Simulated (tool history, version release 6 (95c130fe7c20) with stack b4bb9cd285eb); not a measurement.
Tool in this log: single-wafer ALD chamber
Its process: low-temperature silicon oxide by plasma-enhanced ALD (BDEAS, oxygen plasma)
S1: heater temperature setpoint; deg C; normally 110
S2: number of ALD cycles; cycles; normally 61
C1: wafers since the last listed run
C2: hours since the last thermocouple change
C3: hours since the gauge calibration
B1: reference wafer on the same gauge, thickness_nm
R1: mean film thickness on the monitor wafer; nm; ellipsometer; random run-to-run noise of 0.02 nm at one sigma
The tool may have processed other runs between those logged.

Run 1, hour 0.0: usual settings but S2 70 cycles; C1 0; C2 843.6; C3 1125.4; B1 6.859. Result: R1 9.733 nm.
Run 2, hour 41.7: usual settings but S2 70 cycles; C1 287; C2 885.3; C3 1167.1; B1 6.863. Result: R1 9.719 nm.
Run 3, hour 93.6: usual settings; C1 358; C2 937.2; C3 1219.0; B1 6.873. Result: R1 8.449 nm.
At hour 106.6: gauge calibrated.
Run 4, hour 158.5: usual settings; C1 447; C2 1002.1; C3 51.9; B1 6.731. Result: R1 8.307 nm.
Run 5, hour 220.4: usual settings; C1 426; C2 1064.0; C3 113.8; B1 6.745. Result: R1 8.344 nm.
Run 6, hour 264.1: usual settings but S1 121 deg C; C1 301; C2 1107.7; C3 157.5; B1 6.747. Result: R1 8.191 nm.
Run 7, hour 324.2: usual settings but S1 121 deg C; C1 414; C2 1167.8; C3 217.6; B1 6.760. Result: R1 8.195 nm.
Run 8, hour 366.7: usual settings but S1 121 deg C; C1 293; C2 1210.3; C3 260.1; B1 6.762. Result: R1 8.200 nm.
Run 9, hour 406.7: usual settings; C1 275; C2 1250.3; C3 300.1; B1 6.767. Result: R1 8.388 nm.
Run 10, hour 568.5: usual settings; C1 1116; C2 1412.1; C3 461.9; B1 6.793. Result: R1 8.361 nm.
Run 11, hour 620.6: usual settings but S1 102 deg C; C1 359; C2 1464.2; C3 514.0; B1 6.793. Result: R1 8.518 nm.
Run 12, hour 677.3: usual settings but S1 99 deg C, S2 58 cycles; C1 391; C2 1520.9; C3 570.7; B1 6.803. Result: R1 8.122 nm.
Run 13, hour 723.1: usual settings but S1 99 deg C, S2 58 cycles; C1 315; C2 1566.7; C3 616.5; B1 6.810. Result: R1 8.137 nm.
Run 14, hour 782.3: usual settings but S1 99 deg C, S2 58 cycles; C1 408; C2 1625.9; C3 675.7; B1 6.813. Result: R1 8.183 nm.
Run 15, hour 838.7: usual settings but S1 113 deg C; C1 389; C2 1682.3; C3 732.1; B1 6.825. Result: R1 8.389 nm.
Run 16, hour 882.7: usual settings but S1 106 deg C; C1 303; C2 1726.3; C3 776.1; B1 6.832. Result: R1 8.487 nm.
Run 17, hour 947.2: usual settings but S1 106 deg C; C1 444; C2 1790.8; C3 840.6; B1 6.840. Result: R1 8.500 nm.
Run 18, hour 1014.8: usual settings but S1 117 deg C, S2 66 cycles; C1 466; C2 1858.4; C3 908.2; B1 6.849. Result: R1 9.016 nm.
Run 19, hour 1042.2: usual settings; C1 189; C2 1885.8; C3 935.6; B1 6.847. Result: R1 8.434 nm.
Run 20, hour 1090.8: usual settings; C1 335; C2 1934.4; C3 984.2; B1 6.859. Result: R1 8.489 nm.
At hour 1128.9: gauge calibrated.
At hour 1157.3: thermocouple changed; heater temperature recalibrated.
Run 21, hour 1157.8: usual settings but S1 104 deg C; C1 406; C2 0.5; C3 28.9; B1 6.702. Result: R1 8.350 nm.
Run 22, hour 1190.2: usual settings but S2 52 cycles; C1 223; C2 32.9; C3 61.3; B1 6.710. Result: R1 7.077 nm.
Run 23, hour 1254.5: usual settings but S1 104 deg C, S2 68 cycles; C1 443; C2 97.2; C3 125.6; B1 6.720. Result: R1 9.362 nm.
Run 24, hour 1292.5: usual settings but S1 99 deg C, S2 52 cycles; C1 262; C2 135.2; C3 163.6; B1 6.723. Result: R1 7.218 nm.
Run 25, hour 1344.2: usual settings but S2 51 cycles; C1 356; C2 186.9; C3 215.3; B1 6.731. Result: R1 6.922 nm.
Run 26, hour 1393.1: usual settings but S1 105 deg C, S2 50 cycles; C1 337; C2 235.8; C3 264.2; B1 6.735. Result: R1 6.864 nm.
Run 27, hour 1418.1: usual settings; C1 172; C2 260.8; C3 289.2; B1 6.745. Result: R1 8.323 nm.
Run 28, hour 1442.4: usual settings but S1 117 deg C, S2 68 cycles; C1 167; C2 285.1; C3 313.5; B1 6.743. Result: R1 9.149 nm.
Run 29, hour 1508.1: usual settings but S1 100 deg C, S2 57 cycles; C1 453; C2 350.8; C3 379.2; B1 6.754. Result: R1 7.922 nm.
Run 30, hour 1553.1: usual settings but S1 102 deg C, S2 49 cycles; C1 310; C2 395.8; C3 424.2; B1 6.755. Result: R1 6.806 nm.
Run 31, hour 1585.2: usual settings but S1 105 deg C, S2 70 cycles; C1 221; C2 427.9; C3 456.3; B1 6.760. Result: R1 9.697 nm.
Run 32, hour 1643.8: usual settings but S1 124 deg C, S2 65 cycles; C1 404; C2 486.5; C3 514.9; B1 6.769. Result: R1 8.712 nm.
Run 33, hour 1709.8: usual settings but S2 67 cycles; C1 455; C2 552.5; C3 580.9; B1 6.779. Result: R1 9.175 nm.
Run 34, hour 1746.1: usual settings but S1 103 deg C, S2 55 cycles; C1 250; C2 588.8; C3 617.2; B1 6.781. Result: R1 7.642 nm.
Run 35, hour 1807.1: usual settings but S1 119 deg C, S2 67 cycles; C1 420; C2 649.8; C3 678.2; B1 6.794. Result: R1 9.062 nm.

The same runs without the tool's hidden state, with the same run-to-run variation:
Hidden state present: wafer temperature above the value expected at the setpoint (K); gauge reads high (%).
run     R1
  1  9.507
  2  9.486
  3  8.239
  4  8.263
  5  8.290
  6  8.131
  7  8.125
  8  8.124
  9  8.303
 10  8.250
 11  8.396
 12  7.997
 13  8.005
 14  8.041
 15  8.235
 16  8.324
 17  8.326
 18  8.819
 19  8.245
 20  8.292
 21  8.343
 22  7.066
 23  9.336
 24  7.193
 25  6.891
 26  6.826
 27  8.274
 28  9.090
 29  7.860
 30  6.747
 31  9.608
 32  8.622
 33  9.068
 34  7.548
 35  8.939
